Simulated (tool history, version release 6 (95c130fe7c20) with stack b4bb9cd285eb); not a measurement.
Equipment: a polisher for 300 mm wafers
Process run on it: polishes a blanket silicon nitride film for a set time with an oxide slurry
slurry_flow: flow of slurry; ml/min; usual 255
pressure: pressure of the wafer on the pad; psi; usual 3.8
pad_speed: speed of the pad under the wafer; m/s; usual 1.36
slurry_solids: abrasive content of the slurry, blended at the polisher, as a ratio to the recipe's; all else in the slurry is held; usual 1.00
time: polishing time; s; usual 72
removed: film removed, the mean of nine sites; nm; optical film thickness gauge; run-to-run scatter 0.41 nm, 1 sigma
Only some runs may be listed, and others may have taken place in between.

run,hour,slurry_flow,pressure,pad_speed,slurry_solids,time,"incoming thickness of the incoming film, nm",removed
1,0.0,255,3.8,1.36,1.00,72,536.8,53.5
2,34.1,255,3.8,1.36,1.00,72,539.4,53.4
3,61.1,255,3.8,1.36,1.00,72,537.4,52.1
# hour 81.4: worn pad replaced by a new one
4,96.1,255,3.8,1.36,1.00,72,535.3,52.3
5,114.1,255,3.8,1.36,1.00,72,537.5,52.7
# hour 130.4: head pressure recalibrated
6,149.0,255,3.8,1.36,1.00,72,535.6,52.0
7,176.8,255,3.8,1.36,1.00,72,546.2,50.5
# hour 192.6: worn pad replaced by a new one
8,206.5,255,3.8,1.36,1.00,72,534.6,50.8
9,236.7,255,3.8,1.36,1.00,72,529.2,50.8
10,258.5,255,4.7,1.70,1.15,55,540.4,62.8
# hour 267.4: conditioning disc replaced and pad reconditioned
11,284.8,255,3.8,1.36,1.10,72,541.6,53.6
# hour 300.9: worn pad replaced by a new one
12,301.4,305,3.8,1.52,1.00,72,544.9,55.0
# hour 325.2: slurry blender recalibrated
13,325.9,255,3.8,1.36,1.10,87,545.9,67.7
# hour 334.7: slurry nozzle cleaned
14,358.8,255,4.3,1.36,1.15,72,535.7,65.9

Predict the results of run 15:
15,374.0,255,2.6,1.36,1.00,63,542.5,?

Run 15 came out at removed 31.5 nm.
Take away the tool's hidden state, keep the run-to-run variation as it was, and the same run would have given removed 32.2 nm.
